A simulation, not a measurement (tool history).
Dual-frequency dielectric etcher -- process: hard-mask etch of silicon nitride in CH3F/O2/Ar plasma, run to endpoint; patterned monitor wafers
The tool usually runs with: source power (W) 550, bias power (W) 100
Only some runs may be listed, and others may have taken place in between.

| run | day | source power (W) | bias power (W) | wafers since the last listed run | hours since the last wet clean | hours since the last source power generator calibration | hours since the last bias power generator calibration | hours since the last upper electrode change | incoming incoming film thickness, nm | endpoint time (s) |
|---|---|---|---|---|---|---|---|---|---|---|
| 1 | 0 | 550 | 100 | 0 | 507.6 | 4560 | 3379.2 | 3952.2 | 31.58 | 33.6 |
| 2 | 1.033 | 550 | 100 | 198 | 532.4 | 4584.8 | 3404 | 3977 | 31.07 | 33 |
|  | 2.208 | wet clean of the chamber |
| 3 | 2.229 | 550 | 100 | 37 | 0.5 | 4613.5 | 3432.7 | 4005.7 | 31.28 | 35.1 |
| 4 | 3.296 | 550 | 100 | 204 | 26.1 | 4639.1 | 3458.3 | 4031.3 | 30.89 | 34.2 |
| 5 | 4.258 | 550 | 100 | 184 | 49.2 | 4662.2 | 3481.4 | 4054.4 | 31.23 | 33.9 |
| 6 | 6.188 | 550 | 100 | 370 | 95.5 | 4708.5 | 3527.7 | 4100.7 | 30.94 | 34.3 |
| 7 | 7.029 | 550 | 100 | 161 | 115.7 | 4728.7 | 3547.9 | 4120.9 | 30.8 | 33.7 |
| 8 | 8.454 | 550 | 100 | 273 | 149.9 | 4762.9 | 3582.1 | 4155.1 | 30.95 | 34 |
| 9 | 9.779 | 550 | 100 | 254 | 181.7 | 4794.7 | 3613.9 | 4186.9 | 30.95 | 34.4 |
| 10 | 11.025 | 460 | 111 | 239 | 211.6 | 4824.6 | 3643.8 | 4216.8 | 31.13 | 35.7 |
| 11 | 12.367 | 460 | 115 | 257 | 243.8 | 4856.8 | 3676 | 4249 | 31.45 | 36.2 |
| 12 | 13.146 | 460 | 115 | 149 | 262.5 | 4875.5 | 3694.7 | 4267.7 | 31.44 | 35.8 |
| 13 | 13.9 | 550 | 100 | 144 | 280.6 | 4893.6 | 3712.8 | 4285.8 | 30.83 | 33.7 |
|  | 14.558 | bias power generator calibrated |
| 14 | 14.875 | 550 | 100 | 155 | 304 | 4917 | 7.6 | 4309.2 | 31.39 | 33.9 |
| 15 | 16.096 | 550 | 100 | 234 | 333.3 | 4946.3 | 36.9 | 4338.5 | 31.37 | 34.4 |
| 16 | 16.633 | 550 | 100 | 103 | 346.2 | 4959.2 | 49.8 | 4351.4 | 31.13 | 33 |
| 17 | 17.929 | 550 | 100 | 248 | 377.3 | 4990.3 | 80.9 | 4382.5 | 31.2 | 32.9 |
| 18 | 22.367 | 550 | 116 | 852 | 483.8 | 5096.8 | 187.4 | 4489 | 31.22 | 31.5 |
| 19 | 22.988 | 470 | 85 | 119 | 498.7 | 5111.7 | 202.3 | 4503.9 | 31.34 | 37.5 |
|  | 23.55 | source power generator calibrated |
| 20 | 23.85 | 550 | 100 | 133 | 519.4 | 7.2 | 223 | 4524.6 | 30.91 | 32.6 |
| 21 | 24.404 | 630 | 89 | 106 | 532.7 | 20.5 | 236.3 | 4537.9 | 31.18 | 32 |
|  | 25.896 | upper electrode replaced |
|  | 26.3 | wet clean of the chamber |
| 22 | 26.321 | 550 | 100 | 99 | 0.5 | 66.5 | 282.3 | 10.2 | 30.99 | 34.8 |
| 23 | 26.333 | 620 | 117 | 2 | 0.8 | 66.8 | 282.6 | 10.5 | 31.37 | 32.7 |
| 24 | 27.288 | 550 | 100 | 183 | 23.7 | 89.7 | 305.5 | 33.4 | 31.39 | 35.1 |
| 25 | 28.158 | 550 | 100 | 167 | 44.6 | 110.6 | 326.4 | 54.3 | 30.94 | 34.8 |
| 26 | 29.121 | 480 | 100 | 184 | 67.7 | 133.7 | 349.5 | 77.4 | 31.39 | 37.4 |
| 27 | 29.65 | 440 | 116 | 101 | 80.4 | 146.4 | 362.2 | 90.1 | 31.27 | 37.3 |
| 28 | 30.762 | 680 | 114 | 213 | 107.1 | 173.1 | 388.9 | 116.8 | 31.06 | 30.7 |
| 29 | 31.45 | 470 | 78 | 132 | 123.6 | 189.6 | 405.4 | 133.3 | 31.01 | 39.4 |
| 30 | 32.308 | 550 | 100 | 164 | 144.2 | 210.2 | 426 | 153.9 | 31.13 | 35.3 |
| 31 | 33.371 | 510 | 91 | 204 | 169.7 | 235.7 | 451.5 | 179.4 | 31.37 | 37.5 |
| 32 | 34.046 | 420 | 80 | 129 | 185.9 | 251.9 | 467.7 | 195.6 | 31.25 | 41.5 |

List, for all runs, the conditions of the tool that the log does not record:
source power that arrives over what is set, %: 0 across all the runs
bias power that arrives over what is set, %: 0 across all the runs
H1: etch rate over this chamber's usual, %
| run | H1 |
|---|---|
| 1 | 5.45 |
| 2 | 5.67 |
| 3 | 1.08 |
| 4 | 1.32 |
| 5 | 1.53 |
| 6 | 1.95 |
| 7 | 2.13 |
| 8 | 2.44 |
| 9 | 2.73 |
| 10 | 3 |
| 11 | 3.29 |
| 12 | 3.46 |
| 13 | 3.63 |
| 14 | 3.84 |
| 15 | 4.11 |
| 16 | 4.22 |
| 17 | 4.51 |
| 18 | 5.47 |
| 19 | 5.61 |
| 20 | 5.8 |
| 21 | 5.92 |
| 22 | -1.15 |
| 23 | -1.15 |
| 24 | -0.937 |
| 25 | -0.747 |
| 26 | -0.537 |
| 27 | -0.422 |
| 28 | -0.18 |
| 29 | -0.0297 |
| 30 | 0.157 |
| 31 | 0.389 |
| 32 | 0.536 |
